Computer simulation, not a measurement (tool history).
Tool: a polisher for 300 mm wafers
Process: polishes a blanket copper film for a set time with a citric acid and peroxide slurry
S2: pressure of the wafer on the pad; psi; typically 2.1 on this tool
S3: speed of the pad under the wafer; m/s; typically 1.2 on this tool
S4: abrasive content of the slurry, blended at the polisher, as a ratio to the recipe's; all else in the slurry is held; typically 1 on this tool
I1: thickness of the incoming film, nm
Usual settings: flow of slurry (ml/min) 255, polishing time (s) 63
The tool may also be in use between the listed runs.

run 1 day=0 | flow_of_slurry_(ml/min)=255 S2=2.1 S3=1.2 S4=1 polishing_time_(s)=63 | I1=574.6 | film_removed_(angstrom)=1129
run 2 day=1.725 | flow_of_slurry_(ml/min)=255 S2=2.1 S3=1.2 S4=1 polishing_time_(s)=63 | I1=565.2 | film_removed_(angstrom)=1128
-- day=2.617 worn pad replaced by a new one
run 3 day=2.733 | flow_of_slurry_(ml/min)=255 S2=2.1 S3=1.2 S4=1 polishing_time_(s)=63 | I1=565.9 | film_removed_(angstrom)=1120
-- day=3.833 head pressure recalibrated
run 4 day=4.504 | flow_of_slurry_(ml/min)=300 S2=2.1 S3=1.2 S4=1 polishing_time_(s)=63 | I1=562.7 | film_removed_(angstrom)=1066
-- day=5.312 slurry blender recalibrated
run 5 day=6.838 | flow_of_slurry_(ml/min)=305 S2=2.1 S3=1.2 S4=1 polishing_time_(s)=63 | I1=567.9 | film_removed_(angstrom)=1080
-- day=8.067 slurry nozzle cleaned
run 6 day=8.667 | flow_of_slurry_(ml/min)=255 S2=2.1 S3=1.2 S4=1 polishing_time_(s)=63 | I1=571.8 | film_removed_(angstrom)=1064
run 7 day=10.146 | flow_of_slurry_(ml/min)=255 S2=2.1 S3=1.2 S4=1 polishing_time_(s)=63 | I1=578.6 | film_removed_(angstrom)=1091
run 8 day=11.721 | flow_of_slurry_(ml/min)=255 S2=2.1 S3=1.04 S4=1 polishing_time_(s)=63 | I1=562.3 | film_removed_(angstrom)=948
run 9 day=13.908 | flow_of_slurry_(ml/min)=255 S2=1.9 S3=1.2 S4=1 polishing_time_(s)=72 | I1=573.4 | film_removed_(angstrom)=1127
-- day=15.979 worn pad replaced by a new one
-- day=16.625 head pressure recalibrated
run 10 day=16.883 | flow_of_slurry_(ml/min)=255 S2=2.4 S3=1.2 S4=1 polishing_time_(s)=49 | I1=557.9 | film_removed_(angstrom)=1013
-- day=18.083 slurry blender recalibrated
run 11 day=18.85 | flow_of_slurry_(ml/min)=185 S2=2.1 S3=1.5 S4=1 polishing_time_(s)=63 | I1=581 | film_removed_(angstrom)=1409
-- day=22.062 slurry nozzle cleaned
run 12 day=23.158 | flow_of_slurry_(ml/min)=185 S2=2.1 S3=1.5 S4=1 polishing_time_(s)=63 | I1=560.7 | film_removed_(angstrom)=1425
run 13 day=25.379 | flow_of_slurry_(ml/min)=185 S2=2.1 S3=1.5 S4=1 polishing_time_(s)=63 | I1=580.1 | film_removed_(angstrom)=1446
run 14 day=27.258 | flow_of_slurry_(ml/min)=255 S2=2.1 S3=1.36 S4=1 polishing_time_(s)=53 | I1=566.1 | film_removed_(angstrom)=1148
run 15 day=28.271 | flow_of_slurry_(ml/min)=255 S2=1.7 S3=1.2 S4=1 polishing_time_(s)=63 | I1=564 | film_removed_(angstrom)=980
-- day=30.112 worn pad replaced by a new one
-- day=30.275 slurry blender recalibrated
run 16 day=30.417 | flow_of_slurry_(ml/min)=255 S2=2.4 S3=0.98 S4=1 polishing_time_(s)=76 | I1=578 | film_removed_(angstrom)=1351
-- day=30.646 head pressure recalibrated, repeated, since the last time left the tool worse
run 17 day=33.367 | flow_of_slurry_(ml/min)=255 S2=2.1 S3=1.2 S4=1 polishing_time_(s)=63 | I1=566.2 | film_removed_(angstrom)=1070
-- day=33.658 slurry nozzle cleaned
run 18 day=35.021 | flow_of_slurry_(ml/min)=255 S2=1.7 S3=1.2 S4=1 polishing_time_(s)=72 | I1=574.3 | film_removed_(angstrom)=1022
run 19 day=37.358 | flow_of_slurry_(ml/min)=255 S2=2.1 S3=1.2 S4=1 polishing_time_(s)=63 | I1=572.8 | film_removed_(angstrom)=1115
-- day=41.6 slurry blender recalibrated
-- day=41.929 worn pad replaced by a new one
run 20 day=41.95 | flow_of_slurry_(ml/min)=255 S2=2.1 S3=1.54 S4=1.1 polishing_time_(s)=63 | I1=565.6 | film_removed_(angstrom)=1458
-- day=43.721 head pressure recalibrated
run 21 day=43.742 | flow_of_slurry_(ml/min)=215 S2=2.6 S3=1.6 S4=1 polishing_time_(s)=57 | I1=570.7 | film_removed_(angstrom)=1506
-- day=44.95 slurry nozzle cleaned
run 22 day=46.15 | flow_of_slurry_(ml/min)=255 S2=2.1 S3=1.46 S4=1 polishing_time_(s)=56 | I1=567.9 | film_removed_(angstrom)=1169
run 23 day=48.679 | flow_of_slurry_(ml/min)=255 S2=1.7 S3=1.2 S4=0.85 polishing_time_(s)=50 | I1=579.4 | film_removed_(angstrom)=692
run 24 day=50.996 | flow_of_slurry_(ml/min)=255 S2=2.1 S3=1.2 S4=1 polishing_time_(s)=63 | I1=575.3 | film_removed_(angstrom)=1119
-- day=53.783 slurry blender recalibrated
run 25 day=53.942 | flow_of_slurry_(ml/min)=255 S2=2.1 S3=1.2 S4=1 polishing_time_(s)=63 | I1=569.6 | film_removed_(angstrom)=1103
-- day=54.771 worn pad replaced by a new one
run 26 day=55.438 | flow_of_slurry_(ml/min)=255 S2=2.1 S3=1.2 S4=1 polishing_time_(s)=63 | I1=580.4 | film_removed_(angstrom)=1087
-- day=56.825 slurry nozzle cleaned
run 27 day=57.738 | flow_of_slurry_(ml/min)=255 S2=1.8 S3=1.2 S4=1 polishing_time_(s)=63 | I1=562 | film_removed_(angstrom)=957
-- day=59.058 head pressure recalibrated
run 28 day=60.375 | flow_of_slurry_(ml/min)=255 S2=2.1 S3=1.54 S4=1.3 polishing_time_(s)=63 | I1=571.3 | film_removed_(angstrom)=1379
run 29 day=62.121 | flow_of_slurry_(ml/min)=285 S2=2.1 S3=0.94 S4=0.8 polishing_time_(s)=51 | I1=563.8 | film_removed_(angstrom)=689

What was the tool's hidden state at every run in the log?
removal rate lost through wear of the pad, %: 0 in every run
slurry flow missing at the pad, %: 0 in every run
abrasive missing from the slurry, %: 0 in every run
H1: deviation of the head's pressure from its setpoint, %
run=1 H1=7.11
run=2 H1=7.34
run=3 H1=7.44
run=4 H1=-0.208
run=5 H1=1.91
run=6 H1=2.99
run=7 H1=3.62
run=8 H1=4.1
run=9 H1=4.57
run=10 H1=9.88
run=11 H1=11.9
run=12 H1=14.3
run=13 H1=14.9
run=14 H1=15.2
run=15 H1=15.4
run=16 H1=15.6
run=17 H1=3.83
run=18 H1=4.89
run=19 H1=5.89
run=20 H1=6.88
run=21 H1=-0.018
run=22 H1=2.46
run=23 H1=4.04
run=24 H1=4.92
run=25 H1=5.57
run=26 H1=5.78
run=27 H1=6.01
run=28 H1=1.99
run=29 H1=3.46

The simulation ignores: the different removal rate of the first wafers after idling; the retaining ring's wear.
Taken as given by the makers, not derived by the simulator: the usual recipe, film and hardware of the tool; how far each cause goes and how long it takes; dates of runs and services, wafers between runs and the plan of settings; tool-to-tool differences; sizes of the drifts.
